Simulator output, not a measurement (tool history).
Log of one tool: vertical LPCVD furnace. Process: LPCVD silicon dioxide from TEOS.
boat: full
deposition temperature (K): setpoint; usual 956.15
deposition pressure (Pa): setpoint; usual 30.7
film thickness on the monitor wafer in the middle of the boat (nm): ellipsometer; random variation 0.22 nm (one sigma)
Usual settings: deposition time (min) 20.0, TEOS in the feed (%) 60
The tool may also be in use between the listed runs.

run     day  deposition temperature (K)  deposition pressure (Pa)  deposition time (min)  TEOS in the feed (%)  read-back reference wafer on the same gauge, thickness  film thickness on the monitor wafer in the middle of the boat (nm)
  1   0.000                      956.15                      30.7                   20.0                    60                                                   95.04                                                               86.50
  2   0.883                      956.15                      30.7                   20.0                    60                                                   95.11                                                               87.00
  3   1.992                      956.15                      30.7                   20.0                    60                                                   95.09                                                               86.94
  4   2.908                      956.15                      30.7                   20.0                    60                                                   95.13                                                               86.91
  5   4.271                      956.15                      30.7                   25.0                    60                                                   95.25                                                              108.55
  6   5.750                      956.15                      30.7                   25.0                    60                                                   95.27                                                              109.01
      7.517  -- thermocouples replaced and temperature profile calibrated
  7   7.538                      956.15                      30.7                   20.0                    60                                                   95.40                                                               87.17
  8   7.708                      956.15                      30.7                   20.0                    60                                                   95.38                                                               87.12
  9   8.512                      956.15                      30.7                   20.0                    60                                                   95.37                                                               87.45
 10   9.483                      956.15                      30.7                   20.0                    60                                                   95.57                                                               86.89
 11  10.638                      966.15                      25.3                   20.0                    60                                                   95.65                                                              100.90
 12  11.567                      956.15                      30.7                   20.0                    60                                                   95.68                                                               86.98
     12.779  -- pressure gauge zeroed
 13  12.800                      965.15                      28.0                   20.0                    56                                                   95.72                                                              100.00
 14  12.971                      956.15                      30.7                   20.0                    60                                                   95.67                                                               87.73
     14.433  -- gauge calibrated
     14.462  -- TEOS flow controller replaced
 15  14.483                      956.15                      30.7                   15.5                    60                                                   94.68                                                               66.98
 16  14.654                      956.15                      26.7                   20.0                    60                                                   94.66                                                               80.71
 17  14.825                      956.15                      30.7                   20.0                    60                                                   94.74                                                               86.33
 18  16.212                      950.15                      26.7                   20.0                    60                                                   94.78                                                               70.02
 19  17.629                      963.15                      30.7                   27.5                    60                                                   94.88                                                              140.46
 20  18.742                      961.15                      26.0                   14.0                    56                                                   94.83                                                               60.90
 21  19.375                      956.15                      30.7                   24.5                    60                                                   94.90                                                              106.09

Forecast each of these 4 alternatives for the next run:
  A  19.550                      956.15                      26.0                   20.0                    60                                                       ?                                                                   ?
  B  19.550                      956.15                      36.0                   20.0                    60                                                       ?                                                                   ?
  C  19.550                      956.15                      30.7                   23.0                    60                                                       ?                                                                   ?
  D  19.550                      968.15                      38.0                   12.5                    69                                                       ?                                                                   ?

run  read-back reference wafer on the same gauge, thickness  film thickness on the monitor wafer in the middle of the boat (nm)
  A                                                   94.94                                                               79.99
  B                                                   94.94                                                               94.13
  C                                                   94.94                                                               99.91
  D                                                   94.94                                                               86.24
Without the tool's hidden state the same runs would have given:
run  film thickness on the monitor wafer in the middle of the boat (nm)
  A                                                               79.88
  B                                                               93.99
  C                                                               99.77
  D                                                               86.12
